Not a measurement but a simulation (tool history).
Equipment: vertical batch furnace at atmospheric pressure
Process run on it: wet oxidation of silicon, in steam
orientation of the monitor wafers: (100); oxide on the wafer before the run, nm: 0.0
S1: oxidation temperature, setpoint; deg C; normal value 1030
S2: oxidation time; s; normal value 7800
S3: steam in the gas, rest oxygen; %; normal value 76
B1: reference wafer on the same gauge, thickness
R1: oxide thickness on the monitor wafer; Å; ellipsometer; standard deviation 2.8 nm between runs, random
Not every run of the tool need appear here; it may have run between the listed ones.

{"run": 1, "day": 0.0, "S1": 1030, "S2": 7800, "S3": 76, "B1": 677.55, "R1": 6908.9}
{"run": 2, "day": 0.988, "S1": 1030, "S2": 7800, "S3": 76, "B1": 677.65, "R1": 6828.8}
{"run": 3, "day": 2.471, "S1": 1030, "S2": 7800, "S3": 76, "B1": 677.88, "R1": 6861}
{"run": 4, "day": 3.733, "S1": 1030, "S2": 7800, "S3": 76, "B1": 678.74, "R1": 6892.4}
{"run": 5, "day": 4.862, "S1": 1030, "S2": 10740, "S3": 70, "B1": 678.16, "R1": 7992.3}
{"run": 6, "day": 5.975, "S1": 1030, "S2": 10740, "S3": 70, "B1": 678.76, "R1": 7944.5}
{"run": 7, "day": 6.862, "S1": 1030, "S2": 10740, "S3": 70, "B1": 678.28, "R1": 7928.1}
{"run": 8, "day": 8.204, "S1": 1030, "S2": 7800, "S3": 76, "B1": 677.8, "R1": 6900.1}
{"run": 9, "day": 8.733, "S1": 1005, "S2": 5460, "S3": 71, "B1": 677.92, "R1": 4550.9}
{"run": 10, "day": 9.692, "S1": 1030, "S2": 7800, "S3": 65, "B1": 678.49, "R1": 6287.1}
{"run": 11, "day": 10.562, "S1": 1023, "S2": 9510, "S3": 76, "B1": 678.08, "R1": 7430}
{"run": 12, "day": 11.154, "S1": 1030, "S2": 7800, "S3": 76, "B1": 678.34, "R1": 6882.5}
{"run": 13, "day": 12.525, "S1": 1011, "S2": 7800, "S3": 71, "B1": 678.04, "R1": 5935.2}
{"run": 14, "day": 13.271, "S1": 1030, "S2": 7800, "S3": 69, "B1": 677.99, "R1": 6503.5}

Taken out of this log: 3 entries between the listed runs. Where each belongs, and how the hidden state differs across it:
Run 4 -> run 5: gauge calibrated (day 4.771); thermocouples replaced and temperature profile calibrated (day 4.842)
  both runs share identical hidden conditions
Run 7 -> run 8: steam generator serviced (day 8.183)
  both runs share identical hidden conditions
